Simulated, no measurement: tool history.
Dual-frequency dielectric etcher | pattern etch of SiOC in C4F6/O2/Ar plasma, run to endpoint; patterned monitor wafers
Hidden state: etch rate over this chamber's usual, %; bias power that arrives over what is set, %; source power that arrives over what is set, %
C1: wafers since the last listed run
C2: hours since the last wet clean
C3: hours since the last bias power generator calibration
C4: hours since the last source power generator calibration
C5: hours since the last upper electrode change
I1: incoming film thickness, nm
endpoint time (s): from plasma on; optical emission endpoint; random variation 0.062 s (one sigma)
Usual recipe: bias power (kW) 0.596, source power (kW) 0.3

{"run": 1, "hour": 0.0, "bias power (kW)": 0.596, "source power (kW)": 0.3, "C1": 0, "C2": 150.9, "C3": 1709.1, "C4": 1580.3, "C5": 1781.7, "I1": 35.18, "endpoint time (s)": 12.1}
{"run": 2, "hour": 55.7, "bias power (kW)": 0.707, "source power (kW)": 0.3, "C1": 629, "C2": 206.6, "C3": 1764.8, "C4": 1636, "C5": 1837.4, "I1": 35.43, "endpoint time (s)": 11.5}
{"run": 3, "hour": 96.5, "bias power (kW)": 0.707, "source power (kW)": 0.3, "C1": 461, "C2": 247.4, "C3": 1805.6, "C4": 1676.8, "C5": 1878.2, "I1": 35.65, "endpoint time (s)": 11.6}
{"run": 4, "hour": 139.3, "bias power (kW)": 0.707, "source power (kW)": 0.3, "C1": 484, "C2": 290.2, "C3": 1848.4, "C4": 1719.6, "C5": 1921, "I1": 35.63, "endpoint time (s)": 11.5}
{"run": 5, "hour": 188.3, "bias power (kW)": 0.596, "source power (kW)": 0.32, "C1": 554, "C2": 339.2, "C3": 1897.4, "C4": 1768.6, "C5": 1970, "I1": 35.36, "endpoint time (s)": 11.7}
{"run": 6, "hour": 226.8, "bias power (kW)": 0.692, "source power (kW)": 0.3, "C1": 435, "C2": 377.7, "C3": 1935.9, "C4": 1807.1, "C5": 2008.5, "I1": 35.09, "endpoint time (s)": 11.4}
{"hour": 291.6, "done": "wet clean of the chamber"}
{"run": 7, "hour": 294.1, "bias power (kW)": 0.596, "source power (kW)": 0.34, "C1": 489, "C2": 2.5, "C3": 2003.2, "C4": 1874.4, "C5": 2075.8, "I1": 35.2, "endpoint time (s)": 11.5}
{"run": 8, "hour": 338.6, "bias power (kW)": 0.596, "source power (kW)": 0.34, "C1": 503, "C2": 47, "C3": 2047.7, "C4": 1918.9, "C5": 2120.3, "I1": 35.51, "endpoint time (s)": 11.5}
{"run": 9, "hour": 406.8, "bias power (kW)": 0.667, "source power (kW)": 0.26, "C1": 771, "C2": 115.2, "C3": 2115.9, "C4": 1987.1, "C5": 2188.5, "I1": 35.33, "endpoint time (s)": 12.9}
{"run": 10, "hour": 464.2, "bias power (kW)": 0.667, "source power (kW)": 0.26, "C1": 649, "C2": 172.6, "C3": 2173.3, "C4": 2044.5, "C5": 2245.9, "I1": 35.49, "endpoint time (s)": 12.8}
{"run": 11, "hour": 500.4, "bias power (kW)": 0.667, "source power (kW)": 0.26, "C1": 409, "C2": 208.8, "C3": 2209.5, "C4": 2080.7, "C5": 2282.1, "I1": 35.29, "endpoint time (s)": 12.7}
{"run": 12, "hour": 562.9, "bias power (kW)": 0.635, "source power (kW)": 0.3, "C1": 706, "C2": 271.3, "C3": 2272, "C4": 2143.2, "C5": 2344.6, "I1": 35.59, "endpoint time (s)": 12}
{"run": 13, "hour": 619.5, "bias power (kW)": 0.635, "source power (kW)": 0.3, "C1": 640, "C2": 327.9, "C3": 2328.6, "C4": 2199.8, "C5": 2401.2, "I1": 35.21, "endpoint time (s)": 11.9}
{"run": 14, "hour": 669.7, "bias power (kW)": 0.499, "source power (kW)": 0.3, "C1": 567, "C2": 378.1, "C3": 2378.8, "C4": 2250, "C5": 2451.4, "I1": 35.44, "endpoint time (s)": 13.1}
{"run": 15, "hour": 705.1, "bias power (kW)": 0.735, "source power (kW)": 0.26, "C1": 400, "C2": 413.5, "C3": 2414.2, "C4": 2285.4, "C5": 2486.8, "I1": 35.31, "endpoint time (s)": 12.1}
{"hour": 719.9, "done": "bias power generator calibrated"}
{"run": 16, "hour": 767.8, "bias power (kW)": 0.596, "source power (kW)": 0.3, "C1": 663, "C2": 476.2, "C3": 47.9, "C4": 2348.1, "C5": 2549.5, "I1": 35.21, "endpoint time (s)": 12}
{"hour": 849.7, "done": "wet clean of the chamber"}
{"run": 17, "hour": 850.2, "bias power (kW)": 0.503, "source power (kW)": 0.3, "C1": 660, "C2": 0.5, "C3": 130.3, "C4": 2430.5, "C5": 2631.9, "I1": 35.53, "endpoint time (s)": 13.3}
{"run": 18, "hour": 853.2, "bias power (kW)": 0.547, "source power (kW)": 0.32, "C1": 33, "C2": 3.5, "C3": 133.3, "C4": 2433.5, "C5": 2634.9, "I1": 35.59, "endpoint time (s)": 12.4}
{"run": 19, "hour": 897.8, "bias power (kW)": 0.711, "source power (kW)": 0.38, "C1": 504, "C2": 48.1, "C3": 177.9, "C4": 2478.1, "C5": 2679.5, "I1": 35.47, "endpoint time (s)": 10.2}
{"hour": 935.5, "done": "source power generator calibrated"}
{"hour": 1016.4, "done": "upper electrode replaced"}
{"run": 20, "hour": 1049.0, "bias power (kW)": 0.501, "source power (kW)": 0.37, "C1": 1393, "C2": 199.3, "C3": 329.1, "C4": 113.5, "C5": 32.6, "I1": 35.47, "endpoint time (s)": 11.8}
{"run": 21, "hour": 1079.3, "bias power (kW)": 0.596, "source power (kW)": 0.3, "C1": 342, "C2": 229.6, "C3": 359.4, "C4": 143.8, "C5": 62.9, "I1": 35.06, "endpoint time (s)": 12.2}
{"run": 22, "hour": 1116.7, "bias power (kW)": 0.46, "source power (kW)": 0.32, "C1": 422, "C2": 267, "C3": 396.8, "C4": 181.2, "C5": 100.3, "I1": 35.15, "endpoint time (s)": 12.9}
{"hour": 1273.4, "done": "wet clean of the chamber"}
{"run": 23, "hour": 1296.5, "bias power (kW)": 0.544, "source power (kW)": 0.33, "C1": 1761, "C2": 23.1, "C3": 576.6, "C4": 361, "C5": 280.1, "I1": 35.33, "endpoint time (s)": 12.1}

Run 24 comes next. What will it give?
{"run": 24, "hour": 1350.0, "bias power (kW)": 0.65, "source power (kW)": 0.26, "C1": 605, "C2": 76.6, "C3": 630.1, "C4": 414.5, "C5": 333.6, "I1": 35.55, "endpoint time (s)": "?"}

{"run 24": {"endpoint time (s)": 13.1}}
With no hidden state in the tool, this same run would have given endpoint time (s) 13.2.
